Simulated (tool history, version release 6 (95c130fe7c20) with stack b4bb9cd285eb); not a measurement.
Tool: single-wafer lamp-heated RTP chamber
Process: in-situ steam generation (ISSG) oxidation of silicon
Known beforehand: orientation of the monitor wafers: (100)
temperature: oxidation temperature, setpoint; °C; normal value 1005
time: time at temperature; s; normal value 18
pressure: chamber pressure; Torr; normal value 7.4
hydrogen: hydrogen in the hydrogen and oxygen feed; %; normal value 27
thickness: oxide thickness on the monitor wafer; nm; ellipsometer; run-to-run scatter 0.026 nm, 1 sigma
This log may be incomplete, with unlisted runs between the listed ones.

run	day	temperature	time	pressure	hydrogen	wafers since the last listed run	wafers since the last pyrometer calibration	hours since the pressure gauge was zeroed	hours since the hydrogen flow controller was replaced	hours since the gauge calibration	read-back reference wafer on the same gauge, thickness	thickness
1	0	1005	18	7.4	27	0	724	1456.8	5076.6	2193.4	5.594	5.553
2	1.412	1005	15	7.4	27	448	1173	1490.7	5110.5	2227.3	5.59	5.116
3	2.862	1005	18	7.4	27	459	1632	1525.5	5145.3	2262.1	5.591	5.569
# day 3.629: gauge calibrated
4	4.312	1005	18	7.4	27	459	2092	1560.3	5180.1	16.4	5.753	5.685
5	6.75	1005	18	7.4	27	773	2865	1618.8	5238.6	74.9	5.756	5.712
# day 10.704: pressure gauge zeroed
6	15.083	1005	23	7.4	27	2537	5403	105.1	5438.6	274.9	5.728	6.41
7	16.238	1005	18	7.4	27	366	5769	132.8	5466.3	302.6	5.729	5.749
8	17.85	1005	18	7.4	27	511	6280	171.5	5505	341.3	5.724	5.704
9	19.929	1005	18	7.1	24	659	6940	221.4	5554.9	391.2	5.725	5.545
10	22.271	1005	23	7.4	22	742	7683	277.6	5611.1	447.4	5.719	6.055
# day 22.812: pyrometer window cleaned and pyrometer calibrated
11	24.212	1005	18	7.4	27	510	443	324.2	5657.7	494	5.715	5.678
12	25.575	999	13	7.4	27	432	875	356.9	5690.4	526.7	5.711	4.82
13	28.867	993	22	6.9	31	1044	1919	435.9	5769.4	605.7	5.706	6.188
14	30.9	1005	20	6.9	32	644	2564	484.7	5818.2	654.5	5.703	6.287
# day 32.692: hydrogen flow controller replaced
15	32.712	1012	20	6.9	23	469	3034	528.2	0.5	698	5.697	5.903
16	35.267	1005	16	7.4	27	810	3844	589.5	61.8	759.3	5.7	5.431
17	37.438	1005	18	7.4	27	688	4532	641.6	113.9	811.4	5.691	5.624
18	39.979	1005	14	7.4	32	806	5338	702.6	174.9	872.4	5.69	5.359
19	42.546	998	18	7.4	27	814	6152	764.2	236.5	934	5.685	5.523
20	44.429	1005	18	7.4	27	597	6750	809.4	281.7	979.2	5.685	5.648
21	45.583	1013	20	8.2	32	366	7116	837.1	309.4	1006.9	5.681	6.397
# day 46.783: pyrometer window cleaned and pyrometer calibrated
22	47.042	1005	18	7.4	27	356	82	872.1	344.4	1041.9	5.678	5.698
23	48.779	1005	18	7.4	32	551	633	913.8	386.1	1083.6	5.672	5.914
24	51.462	1005	24	7.4	27	851	1484	978.2	450.5	1148	5.673	6.475
25	53.408	1005	18	7.4	27	617	2101	1024.9	497.2	1194.7	5.665	5.677
26	54.967	1005	16	8.3	27	494	2596	1062.3	534.6	1232.1	5.666	5.377
27	56.95	1005	18	6.9	22	629	3225	1109.9	582.2	1279.7	5.659	5.336
28	59.746	1005	15	7.9	27	886	4112	1177	649.3	1346.8	5.65	5.213
29	61.438	1005	22	6.9	27	536	4648	1217.6	689.9	1387.4	5.654	6.125
30	66.221	1005	18	7	27	1517	6165	1332.4	804.7	1502.2	5.641	5.619
31	68.138	1005	18	7.4	27	607	6773	1378.4	850.7	1548.2	5.642	5.581

Results for each run, recomputed without the tool's hidden state and with each run's random variation untouched:
Hidden state present: true wafer temperature minus pyrometer reading, K; true pressure minus gauge reading, Torr; deviation of the hydrogen flow from its setpoint, %; gauge reads high (%).
run	thickness
1	5.709
2	5.262
3	5.73
4	5.681
5	5.713
6	6.428
7	5.767
8	5.725
9	5.569
10	6.085
11	5.71
12	4.849
13	6.231
14	6.336
15	5.952
16	5.481
17	5.679
18	5.416
19	5.586
20	5.716
21	6.476
22	5.771
23	5.993
24	6.567
25	5.761
26	5.459
27	5.421
28	5.301
29	6.231
30	5.725
31	5.69
